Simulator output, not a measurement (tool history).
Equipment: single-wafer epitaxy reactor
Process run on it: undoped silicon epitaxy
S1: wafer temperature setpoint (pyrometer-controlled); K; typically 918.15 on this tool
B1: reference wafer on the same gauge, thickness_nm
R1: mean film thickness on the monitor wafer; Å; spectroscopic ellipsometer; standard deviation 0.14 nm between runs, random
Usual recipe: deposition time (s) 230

{"run": 1, "day": 0.0, "S1": 918.15, "deposition time (s)": 230, "B1": 35.785, "R1": 381.56}
{"run": 2, "day": 0.683, "S1": 918.15, "deposition time (s)": 230, "B1": 35.831, "R1": 381.54}
{"run": 3, "day": 1.396, "S1": 918.15, "deposition time (s)": 230, "B1": 35.794, "R1": 383.34}
{"run": 4, "day": 1.792, "S1": 918.15, "deposition time (s)": 230, "B1": 35.827, "R1": 380.43}
{"run": 5, "day": 2.454, "S1": 918.15, "deposition time (s)": 230, "B1": 35.78, "R1": 383.27}
{"run": 6, "day": 3.0, "S1": 918.15, "deposition time (s)": 230, "B1": 35.85, "R1": 381.81}
{"run": 7, "day": 3.508, "S1": 918.15, "deposition time (s)": 230, "B1": 35.789, "R1": 379.43}
{"run": 8, "day": 5.396, "S1": 918.15, "deposition time (s)": 230, "B1": 35.814, "R1": 380.02}
{"run": 9, "day": 5.725, "S1": 918.15, "deposition time (s)": 230, "B1": 35.79, "R1": 382.21}
{"run": 10, "day": 6.238, "S1": 918.15, "deposition time (s)": 196, "B1": 35.768, "R1": 326.61}
{"day": 6.912, "done": "pyrometer calibrated"}
{"run": 11, "day": 6.933, "S1": 918.15, "deposition time (s)": 196, "B1": 35.807, "R1": 285.14}
{"run": 12, "day": 7.304, "S1": 918.15, "deposition time (s)": 230, "B1": 35.825, "R1": 336.75}
{"run": 13, "day": 7.967, "S1": 908.15, "deposition time (s)": 261, "B1": 35.793, "R1": 312.04}
{"run": 14, "day": 8.4, "S1": 918.15, "deposition time (s)": 193, "B1": 35.818, "R1": 281.9}
{"run": 15, "day": 8.842, "S1": 913.15, "deposition time (s)": 248, "B1": 35.823, "R1": 330.48}
{"run": 16, "day": 9.479, "S1": 913.15, "deposition time (s)": 230, "B1": 35.747, "R1": 308.54}
{"day": 9.775, "done": "gauge calibrated"}
{"run": 17, "day": 10.862, "S1": 918.15, "deposition time (s)": 193, "B1": 35.78, "R1": 284.98}
{"run": 18, "day": 11.821, "S1": 905.15, "deposition time (s)": 217, "B1": 35.805, "R1": 250.62}
{"run": 19, "day": 12.317, "S1": 918.15, "deposition time (s)": 230, "B1": 35.783, "R1": 342.77}
{"run": 20, "day": 12.638, "S1": 908.15, "deposition time (s)": 262, "B1": 35.842, "R1": 321.78}
{"run": 21, "day": 13.025, "S1": 905.15, "deposition time (s)": 217, "B1": 35.812, "R1": 250.39}
{"run": 22, "day": 13.554, "S1": 918.15, "deposition time (s)": 202, "B1": 35.807, "R1": 302.26}
{"run": 23, "day": 14.071, "S1": 906.15, "deposition time (s)": 204, "B1": 35.802, "R1": 239.71}
{"run": 24, "day": 14.529, "S1": 911.15, "deposition time (s)": 256, "B1": 35.763, "R1": 336.93}
{"run": 25, "day": 15.208, "S1": 918.15, "deposition time (s)": 230, "B1": 35.796, "R1": 345.65}

What if the next run were any one of these 3? Each begins from the tool's condition after run 25:
{"run": "A", "day": 15.229, "S1": 918.15, "deposition time (s)": 230, "B1": "?", "R1": "?"}
{"run": "B", "day": 15.229, "S1": 914.15, "deposition time (s)": 249, "B1": "?", "R1": "?"}
{"run": "C", "day": 15.229, "S1": 906.15, "deposition time (s)": 249, "B1": "?", "R1": "?"}

run=A B1=35.764 R1=347.17
run=B B1=35.764 R1=347.76
run=C B1=35.764 R1=297.17
What these runs would have given with no unlogged condition in the tool:
run=A R1=341.41
run=B R1=341.94
run=C R1=292.12
